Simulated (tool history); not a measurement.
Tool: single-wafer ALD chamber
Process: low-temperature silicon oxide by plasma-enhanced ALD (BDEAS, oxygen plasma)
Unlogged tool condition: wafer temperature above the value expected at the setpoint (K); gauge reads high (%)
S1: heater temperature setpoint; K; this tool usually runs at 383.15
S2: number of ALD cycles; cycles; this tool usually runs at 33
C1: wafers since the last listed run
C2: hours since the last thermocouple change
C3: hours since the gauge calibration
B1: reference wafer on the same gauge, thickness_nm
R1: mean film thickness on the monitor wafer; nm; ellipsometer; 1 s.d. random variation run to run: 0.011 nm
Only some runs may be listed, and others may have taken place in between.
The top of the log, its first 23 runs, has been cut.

run,hour,S1,S2,C1,C2,C3,B1,R1
24,285.1,394.15,30,154,95.4,337.6,5.100,4.044
25,293.1,383.15,33,81,103.4,345.6,5.099,4.534
26,305.5,390.15,36,126,115.8,358.0,5.100,4.904
27,326.5,394.15,33,213,136.8,379.0,5.108,4.443
28,338.4,383.15,28,121,148.7,390.9,5.111,3.862
29,352.9,369.15,33,147,163.2,405.4,5.114,4.744
30,361.1,383.15,28,83,171.4,413.6,5.116,3.884
31,371.2,369.15,36,102,181.5,423.7,5.118,5.157
32,383.1,378.15,38,121,193.4,435.6,5.120,5.298
33,396.9,383.15,33,140,207.2,449.4,5.130,4.569
34,411.4,368.15,39,147,221.7,463.9,5.133,5.622
35,422.0,388.15,30,107,232.3,474.5,5.132,4.123
# hour 426.7: gauge calibrated
36,431.6,372.15,36,97,241.9,4.9,5.048,5.026
37,443.5,383.15,30,121,253.8,16.8,5.051,4.073
38,460.0,388.15,30,168,270.3,33.3,5.057,4.060
39,470.8,393.15,33,109,281.1,44.1,5.055,4.402
40,487.9,383.15,33,174,298.2,61.2,5.054,4.481
41,501.6,378.15,27,139,311.9,74.9,5.051,3.715
42,512.3,373.15,35,108,322.6,85.6,5.057,4.885
43,528.2,383.15,33,161,338.5,101.5,5.055,4.489
44,538.3,369.15,39,102,348.6,111.6,5.057,5.516
45,548.1,383.15,33,99,358.4,121.4,5.056,4.519
46,562.0,391.15,38,141,372.3,135.3,5.060,5.101

Below are 5 alternative next runs, each starting from the tool's condition after run 46. Predict each:
A,562.5,383.15,33,5,372.8,135.8,?,?
B,562.5,369.15,38,5,372.8,135.8,?,?
C,562.5,374.15,33,5,372.8,135.8,?,?
D,562.5,395.15,31,5,372.8,135.8,?,?
E,562.5,392.15,35,5,372.8,135.8,?,?

run,B1,R1
A,5.057,4.490
B,5.057,5.378
C,5.057,4.576
D,5.057,4.111
E,5.057,4.672
Take away the tool's hidden state, keep each run's random variation, and the runs would have read:
run,R1
A,4.499
B,5.390
C,4.586
D,4.120
E,4.682

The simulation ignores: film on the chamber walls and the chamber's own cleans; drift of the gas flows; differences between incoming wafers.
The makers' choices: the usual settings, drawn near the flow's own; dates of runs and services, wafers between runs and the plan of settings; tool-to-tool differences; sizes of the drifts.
